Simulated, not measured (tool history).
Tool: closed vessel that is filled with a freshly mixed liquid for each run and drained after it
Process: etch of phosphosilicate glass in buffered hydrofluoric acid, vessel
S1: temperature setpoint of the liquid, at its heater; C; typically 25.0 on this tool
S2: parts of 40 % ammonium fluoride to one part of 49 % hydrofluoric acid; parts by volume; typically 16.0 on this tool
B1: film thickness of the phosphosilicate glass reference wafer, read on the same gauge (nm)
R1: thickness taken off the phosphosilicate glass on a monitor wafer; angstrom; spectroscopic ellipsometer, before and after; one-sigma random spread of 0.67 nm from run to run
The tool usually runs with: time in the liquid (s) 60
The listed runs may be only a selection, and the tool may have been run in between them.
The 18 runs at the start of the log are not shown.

run 19 day=9.629 | S1=22.0 S2=10.5 time_in_the_liquid_(s)=70 | B1=110.03 | R1=1502.1
run 20 day=10.292 | S1=22.0 S2=16.0 time_in_the_liquid_(s)=60 | B1=109.98 | R1=850.2
-- day=10.462 gauge calibrated
run 21 day=10.942 | S1=23.0 S2=13.0 time_in_the_liquid_(s)=60 | B1=110.03 | R1=1084.6
run 22 day=11.296 | S1=25.0 S2=16.0 time_in_the_liquid_(s)=60 | B1=109.99 | R1=1001.2
run 23 day=11.612 | S1=25.0 S2=16.0 time_in_the_liquid_(s)=60 | B1=110.03 | R1=1000.2
run 24 day=12.192 | S1=29.0 S2=16.0 time_in_the_liquid_(s)=60 | B1=110.01 | R1=1220.3
-- day=13.704 hydrofluoric acid flow meter replaced
run 25 day=14.371 | S1=25.0 S2=16.0 time_in_the_liquid_(s)=85 | B1=109.98 | R1=1620.5
run 26 day=14.717 | S1=20.0 S2=19.5 time_in_the_liquid_(s)=75 | B1=109.99 | R1=894.6
run 27 day=15.425 | S1=25.0 S2=16.0 time_in_the_liquid_(s)=80 | B1=109.98 | R1=1519.0
run 28 day=15.729 | S1=22.5 S2=13.0 time_in_the_liquid_(s)=75 | B1=110.02 | R1=1525.6
run 29 day=16.333 | S1=25.0 S2=16.0 time_in_the_liquid_(s)=60 | B1=109.99 | R1=1123.3
run 30 day=16.771 | S1=25.0 S2=16.0 time_in_the_liquid_(s)=60 | B1=110.03 | R1=1131.9
run 31 day=17.362 | S1=25.0 S2=21.5 time_in_the_liquid_(s)=40 | B1=110.02 | R1=584.3
run 32 day=17.925 | S1=25.0 S2=16.0 time_in_the_liquid_(s)=60 | B1=109.98 | R1=1126.6
run 33 day=19.483 | S1=26.5 S2=21.5 time_in_the_liquid_(s)=30 | B1=109.99 | R1=470.0

Branching from run 33: 3 alternative next runs. What would each branch give?
run A day=19.512 | S1=25.0 S2=16.0 time_in_the_liquid_(s)=60 | B1=? | R1=?
run B day=19.512 | S1=23.5 S2=21.5 time_in_the_liquid_(s)=80 | B1=? | R1=?
run C day=19.512 | S1=22.0 S2=9.5 time_in_the_liquid_(s)=85 | B1=? | R1=?

run=A B1=110.00 R1=1126.5
run=B B1=110.00 R1=1063.4
run=C B1=110.00 R1=2231.9
What these runs would have given with no unlogged condition in the tool:
run=A R1=1150.0
run=B R1=1078.9
run=C R1=2261.6

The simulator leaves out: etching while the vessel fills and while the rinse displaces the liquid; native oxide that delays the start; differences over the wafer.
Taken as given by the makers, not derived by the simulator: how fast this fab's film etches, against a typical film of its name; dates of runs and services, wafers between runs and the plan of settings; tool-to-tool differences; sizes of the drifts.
